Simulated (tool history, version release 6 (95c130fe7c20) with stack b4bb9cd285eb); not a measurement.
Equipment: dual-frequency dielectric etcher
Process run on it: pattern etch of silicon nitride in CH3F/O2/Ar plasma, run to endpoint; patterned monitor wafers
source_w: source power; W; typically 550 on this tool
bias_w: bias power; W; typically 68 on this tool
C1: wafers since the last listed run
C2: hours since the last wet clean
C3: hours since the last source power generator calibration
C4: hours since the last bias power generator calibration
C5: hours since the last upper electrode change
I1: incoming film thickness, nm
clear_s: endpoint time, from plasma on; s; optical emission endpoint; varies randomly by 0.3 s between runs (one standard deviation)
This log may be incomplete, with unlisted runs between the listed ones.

{"run": 1, "hour": 0.0, "source_w": 600, "bias_w": 68, "C1": 0, "C2": 539.9, "C3": 430.8, "C4": 1478.6, "C5": 2184, "I1": 24.59, "clear_s": 34.3}
{"hour": 104.7, "done": "bias power generator calibrated"}
{"run": 2, "hour": 116.1, "source_w": 600, "bias_w": 68, "C1": 1028, "C2": 656, "C3": 546.9, "C4": 11.4, "C5": 2300.1, "I1": 24.61, "clear_s": 34.1}
{"hour": 151.3, "done": "wet clean of the chamber"}
{"run": 3, "hour": 200.5, "source_w": 550, "bias_w": 68, "C1": 554, "C2": 49.2, "C3": 631.3, "C4": 95.8, "C5": 2384.5, "I1": 24.83, "clear_s": 35.2}
{"run": 4, "hour": 244.7, "source_w": 550, "bias_w": 68, "C1": 405, "C2": 93.4, "C3": 675.5, "C4": 140, "C5": 2428.7, "I1": 24.52, "clear_s": 35.9}
{"run": 5, "hour": 315.8, "source_w": 550, "bias_w": 68, "C1": 652, "C2": 164.5, "C3": 746.6, "C4": 211.1, "C5": 2499.8, "I1": 24.7, "clear_s": 35.4}
{"run": 6, "hour": 367.9, "source_w": 550, "bias_w": 68, "C1": 478, "C2": 216.6, "C3": 798.7, "C4": 263.2, "C5": 2551.9, "I1": 24.71, "clear_s": 35.5}
{"run": 7, "hour": 447.5, "source_w": 490, "bias_w": 59, "C1": 730, "C2": 296.2, "C3": 878.3, "C4": 342.8, "C5": 2631.5, "I1": 24.68, "clear_s": 39.6}
{"run": 8, "hour": 542.5, "source_w": 490, "bias_w": 59, "C1": 871, "C2": 391.2, "C3": 973.3, "C4": 437.8, "C5": 2726.5, "I1": 24.69, "clear_s": 39.8}
{"run": 9, "hour": 628.5, "source_w": 490, "bias_w": 59, "C1": 789, "C2": 477.2, "C3": 1059.3, "C4": 523.8, "C5": 2812.5, "I1": 24.72, "clear_s": 39.7}
{"run": 10, "hour": 683.9, "source_w": 550, "bias_w": 68, "C1": 508, "C2": 532.6, "C3": 1114.7, "C4": 579.2, "C5": 2867.9, "I1": 24.63, "clear_s": 36.9}
{"run": 11, "hour": 759.9, "source_w": 550, "bias_w": 68, "C1": 697, "C2": 608.6, "C3": 1190.7, "C4": 655.2, "C5": 2943.9, "I1": 24.84, "clear_s": 36.9}
{"hour": 902.8, "done": "wet clean of the chamber, repeated, since the last time left the tool worse"}
{"hour": 999.9, "done": "upper electrode replaced"}
{"run": 12, "hour": 1068.0, "source_w": 550, "bias_w": 73, "C1": 2386, "C2": 165.2, "C3": 1498.8, "C4": 963.3, "C5": 68.1, "I1": 24.94, "clear_s": 33.6}
{"run": 13, "hour": 1156.3, "source_w": 550, "bias_w": 73, "C1": 810, "C2": 253.5, "C3": 1587.1, "C4": 1051.6, "C5": 156.4, "I1": 24.59, "clear_s": 33.5}
{"run": 14, "hour": 1243.7, "source_w": 550, "bias_w": 68, "C1": 802, "C2": 340.9, "C3": 1674.5, "C4": 1139, "C5": 243.8, "I1": 24.72, "clear_s": 35.3}
{"run": 15, "hour": 1343.5, "source_w": 550, "bias_w": 68, "C1": 915, "C2": 440.7, "C3": 1774.3, "C4": 1238.8, "C5": 343.6, "I1": 24.77, "clear_s": 35}
{"run": 16, "hour": 1408.0, "source_w": 500, "bias_w": 58, "C1": 591, "C2": 505.2, "C3": 1838.8, "C4": 1303.3, "C5": 408.1, "I1": 24.74, "clear_s": 38.3}
{"run": 17, "hour": 1462.3, "source_w": 550, "bias_w": 68, "C1": 498, "C2": 559.5, "C3": 1893.1, "C4": 1357.6, "C5": 462.4, "I1": 24.66, "clear_s": 34.9}
{"run": 18, "hour": 1505.2, "source_w": 440, "bias_w": 68, "C1": 393, "C2": 602.4, "C3": 1936, "C4": 1400.5, "C5": 505.3, "I1": 24.81, "clear_s": 36.7}
{"run": 19, "hour": 1577.1, "source_w": 550, "bias_w": 68, "C1": 659, "C2": 674.3, "C3": 2007.9, "C4": 1472.4, "C5": 577.2, "I1": 24.73, "clear_s": 34.9}
{"hour": 1629.5, "done": "wet clean of the chamber"}
{"run": 20, "hour": 1666.8, "source_w": 550, "bias_w": 72, "C1": 602, "C2": 37.3, "C3": 2097.6, "C4": 1562.1, "C5": 666.9, "I1": 24.62, "clear_s": 33}
{"run": 21, "hour": 1720.3, "source_w": 550, "bias_w": 68, "C1": 490, "C2": 90.8, "C3": 2151.1, "C4": 1615.6, "C5": 720.4, "I1": 24.96, "clear_s": 35.1}
{"hour": 1917.8, "done": "source power generator calibrated"}
{"hour": 1940.3, "done": "bias power generator calibrated"}
{"run": 22, "hour": 1998.1, "source_w": 550, "bias_w": 68, "C1": 2475, "C2": 368.6, "C3": 80.3, "C4": 57.8, "C5": 998.2, "I1": 24.49, "clear_s": 34.4}
{"run": 23, "hour": 2092.0, "source_w": 650, "bias_w": 68, "C1": 861, "C2": 462.5, "C3": 174.2, "C4": 151.7, "C5": 1092.1, "I1": 24.75, "clear_s": 33.7}
{"run": 24, "hour": 2148.8, "source_w": 630, "bias_w": 80, "C1": 521, "C2": 519.3, "C3": 231, "C4": 208.5, "C5": 1148.9, "I1": 24.57, "clear_s": 31.1}
{"run": 25, "hour": 2254.3, "source_w": 460, "bias_w": 83, "C1": 968, "C2": 624.8, "C3": 336.5, "C4": 314, "C5": 1254.4, "I1": 24.56, "clear_s": 33.1}
{"hour": 2282.0, "done": "wet clean of the chamber"}
{"run": 26, "hour": 2332.9, "source_w": 550, "bias_w": 68, "C1": 501, "C2": 50.9, "C3": 415.1, "C4": 392.6, "C5": 1333, "I1": 24.64, "clear_s": 34}
{"run": 27, "hour": 2417.4, "source_w": 680, "bias_w": 58, "C1": 775, "C2": 135.4, "C3": 499.6, "C4": 477.1, "C5": 1417.5, "I1": 24.83, "clear_s": 35.1}
{"run": 28, "hour": 2510.8, "source_w": 590, "bias_w": 64, "C1": 857, "C2": 228.8, "C3": 593, "C4": 570.5, "C5": 1510.9, "I1": 24.52, "clear_s": 34.3}
{"run": 29, "hour": 2594.0, "source_w": 480, "bias_w": 55, "C1": 763, "C2": 312, "C3": 676.2, "C4": 653.7, "C5": 1594.1, "I1": 24.53, "clear_s": 38.8}
{"run": 30, "hour": 2648.7, "source_w": 500, "bias_w": 52, "C1": 501, "C2": 366.7, "C3": 730.9, "C4": 708.4, "C5": 1648.8, "I1": 24.58, "clear_s": 39.4}
{"run": 31, "hour": 2748.6, "source_w": 550, "bias_w": 80, "C1": 916, "C2": 466.6, "C3": 830.8, "C4": 808.3, "C5": 1748.7, "I1": 24.54, "clear_s": 31.5}
{"run": 32, "hour": 2898.7, "source_w": 550, "bias_w": 75, "C1": 1377, "C2": 616.7, "C3": 980.9, "C4": 958.4, "C5": 1898.8, "I1": 24.53, "clear_s": 33.7}
{"hour": 2999.1, "done": "wet clean of the chamber"}
{"run": 33, "hour": 3120.1, "source_w": 430, "bias_w": 68, "C1": 1811, "C2": 121, "C3": 1202.3, "C4": 1179.8, "C5": 2120.2, "I1": 24.81, "clear_s": 36.5}
{"run": 34, "hour": 3191.2, "source_w": 470, "bias_w": 75, "C1": 652, "C2": 192.1, "C3": 1273.4, "C4": 1250.9, "C5": 2191.3, "I1": 24.59, "clear_s": 33.8}

Here are 5 independent what-if runs from the current tool condition. What would each one return?
{"run": "A", "hour": 3191.6, "source_w": 550, "bias_w": 68, "C1": 3, "C2": 192.5, "C3": 1273.8, "C4": 1251.3, "C5": 2191.7, "I1": 24.86, "clear_s": "?"}
{"run": "B", "hour": 3191.6, "source_w": 550, "bias_w": 62, "C1": 3, "C2": 192.5, "C3": 1273.8, "C4": 1251.3, "C5": 2191.7, "I1": 24.86, "clear_s": "?"}
{"run": "C", "hour": 3191.6, "source_w": 690, "bias_w": 68, "C1": 3, "C2": 192.5, "C3": 1273.8, "C4": 1251.3, "C5": 2191.7, "I1": 24.86, "clear_s": "?"}
{"run": "D", "hour": 3191.6, "source_w": 600, "bias_w": 83, "C1": 3, "C2": 192.5, "C3": 1273.8, "C4": 1251.3, "C5": 2191.7, "I1": 24.86, "clear_s": "?"}
{"run": "E", "hour": 3191.6, "source_w": 490, "bias_w": 76, "C1": 3, "C2": 192.5, "C3": 1273.8, "C4": 1251.3, "C5": 2191.7, "I1": 24.86, "clear_s": "?"}

run=A clear_s=34.9
run=B clear_s=36.4
run=C clear_s=33
run=D clear_s=31.3
run=E clear_s=34.2
Take away the tool's hidden state, keep each run's random variation, and the runs would have read:
run=A clear_s=34.7
run=B clear_s=36.1
run=C clear_s=32.8
run=D clear_s=31.1
run=E clear_s=33.9
